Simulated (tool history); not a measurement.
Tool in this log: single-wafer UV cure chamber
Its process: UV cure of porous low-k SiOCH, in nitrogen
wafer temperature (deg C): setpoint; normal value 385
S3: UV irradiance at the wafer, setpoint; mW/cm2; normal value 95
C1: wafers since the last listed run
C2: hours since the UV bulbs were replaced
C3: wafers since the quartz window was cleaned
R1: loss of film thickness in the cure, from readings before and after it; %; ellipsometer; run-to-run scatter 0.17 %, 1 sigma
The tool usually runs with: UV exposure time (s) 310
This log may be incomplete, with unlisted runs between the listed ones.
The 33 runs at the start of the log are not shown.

Run 34, hour 3132.4: usual settings but wafer temperature (deg C) 391, S3 114 mW/cm2; C1 508; C2 1882.8; C3 1022. Result: R1 12.996 %.
Run 35, hour 3214.5: usual settings; C1 809; C2 1964.9; C3 1831. Result: R1 12.244 %.
Run 36, hour 3257: usual settings but S3 75 mW/cm2; C1 418; C2 2007.4; C3 2250. Result: R1 11.076 %.
Run 37, hour 3313.5: usual settings but wafer temperature (deg C) 394, S3 65 mW/cm2; C1 556; C2 2063.9; C3 2807. Result: R1 10.478 %.
Run 38, hour 3416.8: usual settings but UV exposure time (s) 370; C1 1018; C2 2167.2; C3 3825. Result: R1 13.049 %.
Run 39, hour 3481.9: usual settings; C1 641; C2 2232.3; C3 4467. Result: R1 11.973 %.
Run 40, hour 3545: usual settings; C1 622; C2 2295.4; C3 5089. Result: R1 11.745 %.
Run 41, hour 3615.7: usual settings but wafer temperature (deg C) 399, S3 65 mW/cm2; C1 696; C2 2366.1; C3 5786. Result: R1 10.57 %.
Run 42, hour 3667.5: usual settings but wafer temperature (deg C) 398, UV exposure time (s) 370, S3 131 mW/cm2; C1 510; C2 2417.9; C3 6296. Result: R1 14.652 %.
Run 43, hour 3728.6: usual settings; C1 602; C2 2479; C3 6899. Result: R1 11.626 %.
At hour 3809.3: UV bulbs replaced.
Run 44, hour 3809.8: usual settings but wafer temperature (deg C) 395, UV exposure time (s) 470, S3 63 mW/cm2; C1 721; C2 0.5; C3 7620. Result: R1 13.734 %.
At hour 3842.4: quartz window cleaned.
Run 45, hour 3897: usual settings but wafer temperature (deg C) 396, UV exposure time (s) 210, S3 67 mW/cm2; C1 780; C2 87.7; C3 538. Result: R1 10.017 %.
Run 46, hour 3986.6: usual settings; C1 883; C2 177.3; C3 1421. Result: R1 13.454 %.
Run 47, hour 4037.5: usual settings but wafer temperature (deg C) 373, UV exposure time (s) 435, S3 57 mW/cm2; C1 501; C2 228.2; C3 1923. Result: R1 12.083 %.
Run 48, hour 4130: usual settings but wafer temperature (deg C) 392, UV exposure time (s) 205, S3 73 mW/cm2; C1 911; C2 320.7; C3 2835. Result: R1 10.303 %.

3 options for the next run, each taken on its own from the tool as it stands now. Forecast them:
Run A, hour 4130.4: usual settings; C1 3; C2 321.1; C3 2839. Result: R1 ?.
Run B, hour 4130.4: usual settings but wafer temperature (deg C) 376, S3 110 mW/cm2; C1 3; C2 321.1; C3 2839. Result: R1 ?.
Run C, hour 4130.4: usual settings but wafer temperature (deg C) 380, UV exposure time (s) 380, S3 57 mW/cm2; C1 3; C2 321.1; C3 2839. Result: R1 ?.

run      R1
  A  13.115
  B  13.648
  C  11.563
Take away the tool's hidden state, keep each run's random variation, and the runs would have read:
run      R1
  A  13.598
  B  14.135
  C   12.03
